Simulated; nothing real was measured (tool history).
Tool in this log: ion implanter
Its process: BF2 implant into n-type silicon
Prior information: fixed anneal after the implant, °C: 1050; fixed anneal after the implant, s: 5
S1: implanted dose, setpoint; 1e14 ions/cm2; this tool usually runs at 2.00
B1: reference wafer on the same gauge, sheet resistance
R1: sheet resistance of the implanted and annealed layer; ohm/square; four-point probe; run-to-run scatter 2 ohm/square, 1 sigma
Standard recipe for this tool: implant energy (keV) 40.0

Run 1, hour 0.0: usual settings but S1 1.75 1e14 ions/cm2; B1 582.60. Result: R1 590.03 ohm/square.
Run 2, hour 12.2: usual settings but S1 1.75 1e14 ions/cm2; B1 583.10. Result: R1 591.60 ohm/square.
Run 3, hour 23.8: usual settings but S1 1.75 1e14 ions/cm2; B1 582.07. Result: R1 590.22 ohm/square.
Run 4, hour 33.9: usual settings but S1 1.55 1e14 ions/cm2; B1 582.65. Result: R1 653.72 ohm/square.
Run 5, hour 65.1: usual settings but S1 1.55 1e14 ions/cm2; B1 583.10. Result: R1 648.42 ohm/square.
Run 6, hour 73.6: usual settings but S1 1.55 1e14 ions/cm2; B1 582.45. Result: R1 655.52 ohm/square.
Run 7, hour 88.6: usual settings but S1 2.18 1e14 ions/cm2; B1 583.06. Result: R1 493.57 ohm/square.
At hour 105.8: Faraday cup replaced and dose calibrated.
At hour 115.3: gauge calibrated.
Run 8, hour 136.5: usual settings but implant energy (keV) 35.0; B1 582.72. Result: R1 521.31 ohm/square.
At hour 173.5: extraction supply calibrated.
Run 9, hour 174.0: usual settings but implant energy (keV) 35.0; B1 582.45. Result: R1 518.73 ohm/square.
Run 10, hour 177.4: usual settings but implant energy (keV) 35.0; B1 583.19. Result: R1 523.60 ohm/square.
Run 11, hour 193.4: usual settings; B1 583.43. Result: R1 511.88 ohm/square.
Run 12, hour 208.3: usual settings; B1 583.37. Result: R1 515.33 ohm/square.
Run 13, hour 218.6: usual settings but S1 2.40 1e14 ions/cm2, implant energy (keV) 29.0; B1 582.82. Result: R1 464.43 ohm/square.
Run 14, hour 227.3: usual settings but implant energy (keV) 44.5; B1 583.13. Result: R1 508.92 ohm/square.
Run 15, hour 235.0: usual settings but S1 1.40 1e14 ions/cm2, implant energy (keV) 46.0; B1 582.62. Result: R1 678.32 ohm/square.
Run 16, hour 241.3: usual settings but S1 2.40 1e14 ions/cm2, implant energy (keV) 29.0; B1 583.30. Result: R1 460.93 ohm/square.
Run 17, hour 254.0: usual settings but S1 1.72 1e14 ions/cm2, implant energy (keV) 33.0; B1 583.00. Result: R1 599.80 ohm/square.
Run 18, hour 270.0: usual settings but S1 1.49 1e14 ions/cm2; B1 582.71. Result: R1 656.50 ohm/square.
At hour 276.8: gauge calibrated.
Run 19, hour 286.7: usual settings but S1 1.56 1e14 ions/cm2, implant energy (keV) 49.0; B1 583.35. Result: R1 618.20 ohm/square.
Run 20, hour 296.2: usual settings but implant energy (keV) 35.5; B1 583.02. Result: R1 526.94 ohm/square.

Consider 3 possible next runs. They are alternatives, not a sequence: every one starts from the tool as it was left by run 20. What does each give?
Run A, hour 296.6: usual settings but implant energy (keV) 46.0; B1 ?. Result: R1 ?.
Run B, hour 296.6: usual settings but S1 1.47 1e14 ions/cm2, implant energy (keV) 34.5; B1 ?. Result: R1 ?.
Run C, hour 296.6: usual settings but S1 1.54 1e14 ions/cm2, implant energy (keV) 32.5; B1 ?. Result: R1 ?.

run      B1      R1
  A  583.31  511.19
  B  583.31  681.49
  C  583.31  661.54
Stripped of hidden state, with their random variation kept, the same runs would have yielded:
run      R1
  A  507.26
  B  676.30
  C  656.49

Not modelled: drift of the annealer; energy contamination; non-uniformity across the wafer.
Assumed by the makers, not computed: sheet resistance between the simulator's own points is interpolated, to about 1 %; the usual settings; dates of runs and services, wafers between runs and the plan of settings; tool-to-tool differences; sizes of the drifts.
